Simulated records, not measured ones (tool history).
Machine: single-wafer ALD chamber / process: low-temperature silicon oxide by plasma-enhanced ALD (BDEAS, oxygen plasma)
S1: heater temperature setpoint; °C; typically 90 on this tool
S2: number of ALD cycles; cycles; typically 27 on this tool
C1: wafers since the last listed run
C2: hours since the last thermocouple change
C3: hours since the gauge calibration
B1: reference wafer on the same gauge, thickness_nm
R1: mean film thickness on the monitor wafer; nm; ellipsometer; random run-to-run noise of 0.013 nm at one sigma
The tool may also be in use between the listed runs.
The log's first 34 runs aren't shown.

Run 35, hour 2041.6: usual settings; C1 553; C2 293.1; C3 2268.3; B1 3.788. Result: R1 3.568 nm.
At hour 2057.6: gauge calibrated.
Run 36, hour 2250.4: usual settings but S1 100 °C, S2 32 cycles; C1 2280; C2 501.9; C3 192.8; B1 3.865. Result: R1 4.153 nm.
Run 37, hour 2297: usual settings; C1 508; C2 548.5; C3 239.4; B1 3.858. Result: R1 3.62 nm.
Run 38, hour 2324.1: usual settings; C1 295; C2 575.6; C3 266.5; B1 3.857. Result: R1 3.623 nm.
Run 39, hour 2381.5: usual settings but S2 25 cycles; C1 626; C2 633; C3 323.9; B1 3.86. Result: R1 3.373 nm.
Run 40, hour 2419.1: usual settings but S1 86 °C, S2 28 cycles; C1 410; C2 670.6; C3 361.5; B1 3.857. Result: R1 3.795 nm.
Run 41, hour 2465.5: usual settings but S1 85 °C; C1 506; C2 717; C3 407.9; B1 3.856. Result: R1 3.668 nm.
Run 42, hour 2528.8: usual settings but S1 96 °C; C1 691; C2 780.3; C3 471.2; B1 3.851. Result: R1 3.553 nm.
Run 43, hour 2565.6: usual settings but S1 101 °C, S2 31 cycles; C1 401; C2 817.1; C3 508; B1 3.851. Result: R1 3.998 nm.
Run 44, hour 2632.1: usual settings but S1 80 °C, S2 24 cycles; C1 726; C2 883.6; C3 574.5; B1 3.844. Result: R1 3.297 nm.
Run 45, hour 2692.9: usual settings but S1 95 °C, S2 23 cycles; C1 664; C2 944.4; C3 635.3; B1 3.842. Result: R1 3.037 nm.
Run 46, hour 2755.9: usual settings; C1 688; C2 1007.4; C3 698.3; B1 3.842. Result: R1 3.599 nm.

What if the next run were any one of these 5? Each begins from the tool's condition after run 46:
Run A, hour 2756.3: usual settings; C1 4; C2 1007.8; C3 698.7; B1 ?. Result: R1 ?.
Run B, hour 2756.3: usual settings but S1 82 °C; C1 4; C2 1007.8; C3 698.7; B1 ?. Result: R1 ?.
Run C, hour 2756.3: usual settings but S1 79 °C; C1 4; C2 1007.8; C3 698.7; B1 ?. Result: R1 ?.
Run D, hour 2756.3: usual settings but S1 85 °C, S2 31 cycles; C1 4; C2 1007.8; C3 698.7; B1 ?. Result: R1 ?.
Run E, hour 2756.3: usual settings but S1 102 °C, S2 24 cycles; C1 4; C2 1007.8; C3 698.7; B1 ?. Result: R1 ?.

run     B1     R1
  A  3.835  3.595
  B  3.835  3.683
  C  3.835  3.716
  D  3.835   4.19
  E  3.835  3.081
Stripped of hidden state, with their random variation kept, the same runs would have yielded:
run     R1
  A  3.631
  B   3.72
  C  3.753
  D  4.232
  E  3.112
